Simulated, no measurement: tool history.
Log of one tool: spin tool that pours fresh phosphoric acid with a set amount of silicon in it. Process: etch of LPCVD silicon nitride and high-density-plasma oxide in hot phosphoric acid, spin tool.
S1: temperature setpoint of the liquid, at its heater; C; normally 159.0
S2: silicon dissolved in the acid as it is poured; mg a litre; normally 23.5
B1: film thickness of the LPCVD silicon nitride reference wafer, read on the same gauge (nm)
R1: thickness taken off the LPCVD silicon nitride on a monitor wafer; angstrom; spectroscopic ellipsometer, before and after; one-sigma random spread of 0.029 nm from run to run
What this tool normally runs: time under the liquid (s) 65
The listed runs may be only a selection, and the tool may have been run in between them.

Run 1, day 0.000: usual settings; B1 109.84. Result: R1 54.9 angstrom.
Run 2, day 1.438: usual settings; B1 109.67. Result: R1 55.4 angstrom.
Run 3, day 2.300: usual settings; B1 109.57. Result: R1 54.6 angstrom.
Run 4, day 3.325: usual settings; B1 109.42. Result: R1 55.1 angstrom.
Run 5, day 4.088: usual settings; B1 109.36. Result: R1 54.6 angstrom.
Run 6, day 5.542: usual settings; B1 109.11. Result: R1 54.6 angstrom.
Run 7, day 7.000: usual settings; B1 108.85. Result: R1 54.7 angstrom.
Run 8, day 8.254: usual settings but S2 36.0 mg a litre; B1 108.67. Result: R1 54.6 angstrom.
At day 8.950: dissolved silicon flow meter replaced.
Run 9, day 11.392: usual settings but S2 36.0 mg a litre; B1 108.02. Result: R1 54.4 angstrom.
At day 11.525: gauge calibrated.
At day 11.788: thermometer replaced.
Run 10, day 11.938: usual settings but S2 36.0 mg a litre; B1 109.74. Result: R1 55.2 angstrom.
Run 11, day 12.688: usual settings; B1 109.75. Result: R1 55.0 angstrom.
Run 12, day 13.362: usual settings but S1 158.0 C, S2 9.0 mg a litre, time under the liquid (s) 50; B1 109.72. Result: R1 41.1 angstrom.
Run 13, day 14.450: usual settings but S2 28.5 mg a litre, time under the liquid (s) 30; B1 109.68. Result: R1 25.3 angstrom.
At day 15.329: heated supply line repaired.
Run 14, day 16.362: usual settings but S1 157.5 C, time under the liquid (s) 35; B1 109.58. Result: R1 28.2 angstrom.
Run 15, day 17.292: usual settings but time under the liquid (s) 85; B1 109.53. Result: R1 71.8 angstrom.
Run 16, day 18.754: usual settings but S1 156.5 C, S2 39.0 mg a litre, time under the liquid (s) 30; B1 109.44. Result: R1 23.2 angstrom.
Run 17, day 19.596: usual settings but S1 156.5 C, S2 37.0 mg a litre; B1 109.38. Result: R1 50.3 angstrom.
Run 18, day 20.325: usual settings but S1 156.5 C, S2 14.5 mg a litre, time under the liquid (s) 75; B1 109.28. Result: R1 58.7 angstrom.
Run 19, day 21.717: usual settings but S1 161.0 C, time under the liquid (s) 90; B1 109.11. Result: R1 81.7 angstrom.
Run 20, day 22.308: usual settings; B1 109.07. Result: R1 54.6 angstrom.

Predict each of these 4 candidate next runs independently; none follows another, all start after run 20:
Run A, day 22.325: usual settings but time under the liquid (s) 40; B1 ?. Result: R1 ?.
Run B, day 22.325: usual settings but time under the liquid (s) 30; B1 ?. Result: R1 ?.
Run C, day 22.325: usual settings but S1 158.0 C; B1 ?. Result: R1 ?.
Run D, day 22.325: usual settings but S1 158.0 C, S2 6.0 mg a litre; B1 ?. Result: R1 ?.

run      B1    R1
  A  109.06  33.7
  B  109.06  25.3
  C  109.06  53.0
  D  109.06  53.0
Had the tool no hidden state, the same runs would have come out as:
run    R1
  A  34.0
  B  25.5
  C  53.5
  D  53.5

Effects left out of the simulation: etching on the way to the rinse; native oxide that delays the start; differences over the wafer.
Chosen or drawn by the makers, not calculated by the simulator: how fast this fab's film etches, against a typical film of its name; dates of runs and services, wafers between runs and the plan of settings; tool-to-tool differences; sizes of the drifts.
